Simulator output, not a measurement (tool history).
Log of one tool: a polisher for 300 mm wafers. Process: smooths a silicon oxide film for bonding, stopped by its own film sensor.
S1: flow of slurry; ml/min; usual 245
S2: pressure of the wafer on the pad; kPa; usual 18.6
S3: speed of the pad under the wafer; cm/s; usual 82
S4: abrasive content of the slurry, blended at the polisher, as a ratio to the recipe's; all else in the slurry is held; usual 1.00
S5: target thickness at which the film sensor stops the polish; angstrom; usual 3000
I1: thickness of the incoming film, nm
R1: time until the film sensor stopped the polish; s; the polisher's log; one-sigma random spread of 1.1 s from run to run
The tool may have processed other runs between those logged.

Run 1, hour 0.0: usual settings; I1 344.3. Result: R1 80.4 s.
Run 2, hour 9.7: usual settings; I1 354.4. Result: R1 98.1 s.
Run 3, hour 18.5: usual settings but S1 200 ml/min, S4 0.80; I1 349.1. Result: R1 116.1 s.
Run 4, hour 25.4: usual settings but S1 200 ml/min, S4 0.80; I1 355.9. Result: R1 130.5 s.
Run 5, hour 35.8: usual settings but S3 98 cm/s; I1 353.3. Result: R1 86.9 s.
At hour 73.7: head pressure recalibrated.
Run 6, hour 74.5: usual settings but S3 98 cm/s; I1 346.8. Result: R1 79.5 s.
Run 7, hour 84.4: usual settings but S3 98 cm/s; I1 346.4. Result: R1 77.1 s.
At hour 91.0: worn pad replaced by a new one.
Run 8, hour 94.2: usual settings; I1 350.3. Result: R1 96.9 s.
At hour 105.0: slurry blender recalibrated.
At hour 109.7: slurry nozzle cleaned.
Run 9, hour 111.3: usual settings but S2 15.2 kPa, S4 0.80; I1 350.9. Result: R1 99.5 s.
Run 10, hour 129.3: usual settings but S1 210 ml/min, S4 1.25, S5 3120 angstrom; I1 349.4. Result: R1 48.4 s.
Run 11, hour 147.0: usual settings; I1 343.9. Result: R1 64.4 s.
Run 12, hour 165.0: usual settings but S3 98 cm/s; I1 350.1. Result: R1 69.3 s.
Run 13, hour 171.1: usual settings but S3 104 cm/s; I1 345.6. Result: R1 61.6 s.
Run 14, hour 184.8: usual settings but S2 13.8 kPa, S5 3080 angstrom; I1 351.6. Result: R1 94.6 s.

Consider 3 possible next runs. They are alternatives, not a sequence: every one starts from the tool as it was left by run 14. What does each give?
Run A, hour 185.2: usual settings but S2 24.1 kPa; I1 351.9. Result: R1 ?.
Run B, hour 185.2: usual settings but S2 14.5 kPa, S4 1.15, S5 2940 angstrom; I1 351.9. Result: R1 ?.
Run C, hour 185.2: usual settings but S1 320 ml/min, S5 2900 angstrom; I1 351.9. Result: R1 ?.

run     R1
  A   65.4
  B  107.6
  C   97.7
Take away the tool's hidden state, keep each run's random variation, and the runs would have read:
run    R1
  A  53.0
  B  89.0
  C  79.1
